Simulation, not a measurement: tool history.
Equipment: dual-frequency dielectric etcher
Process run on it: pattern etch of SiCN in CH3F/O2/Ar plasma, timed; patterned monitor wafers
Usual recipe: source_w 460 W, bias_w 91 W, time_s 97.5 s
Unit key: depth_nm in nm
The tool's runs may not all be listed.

| run | day | source_w | bias_w | time_s | read-back reference wafer on the same gauge, depth_nm | depth_nm |
|---|---|---|---|---|---|---|
| 1 | 0 | 460 | 91 | 97.5 | 43.75 | 48.37 |
| 2 | 5.021 | 460 | 91 | 97.5 | 43.54 | 48.11 |
| 3 | 7.975 | 460 | 91 | 97.5 | 43.4 | 48.05 |
| 4 | 19.829 | 460 | 91 | 97.5 | 42.91 | 47.55 |
| 5 | 21.729 | 460 | 91 | 97.5 | 42.85 | 47.54 |
| 6 | 25.438 | 460 | 91 | 97.5 | 43.73 | 48.78 |
| 7 | 28.758 | 460 | 91 | 97.5 | 43.6 | 48.39 |
| 8 | 30.733 | 460 | 72 | 71 | 43.55 | 32.67 |
| 9 | 33.871 | 360 | 85 | 97.5 | 43.39 | 41.52 |
| 10 | 37.017 | 460 | 97 | 97.5 | 43.23 | 49.04 |
| 11 | 38.633 | 460 | 91 | 97.5 | 43.16 | 47.97 |
| 12 | 40.475 | 460 | 91 | 110 | 43.11 | 53.69 |
| 13 | 42.575 | 490 | 81 | 97.5 | 43.01 | 47.27 |
| 14 | 44.246 | 460 | 107 | 97.5 | 42.94 | 49.91 |

Withheld: 6 entries from between the runs. Position of each, and hidden state at the listed run before versus the listed run after:
Run 1 -> run 2: wet clean of the chamber (day 0.838)
  gauge reads high (%): -0.0866 -> -0.569
  measured value less the no-hidden-state value, depth_nm: -0.04 -> -0.27 nm
Run 3 -> run 4: upper electrode replaced (day 13.629); source power generator calibrated (day 16.825)
  gauge reads high (%): -0.852 -> -1.99
  measured value less the no-hidden-state value, depth_nm: -0.42 -> -0.96 nm
Run 4 -> run 5: bias power generator calibrated (day 21.046)
  gauge reads high (%): -1.99 -> -2.17
  measured value less the no-hidden-state value, depth_nm: -0.96 -> -1.05 nm
Run 5 -> run 6: gauge calibrated (day 24.05)
  gauge reads high (%): -2.17 -> -0.166
  measured value less the no-hidden-state value, depth_nm: -1.05 -> -0.08 nm
Run 6 -> run 7: wet clean of the chamber (day 26.65)
  gauge reads high (%): -0.166 -> -0.485
  measured value less the no-hidden-state value, depth_nm: -0.08 -> -0.24 nm
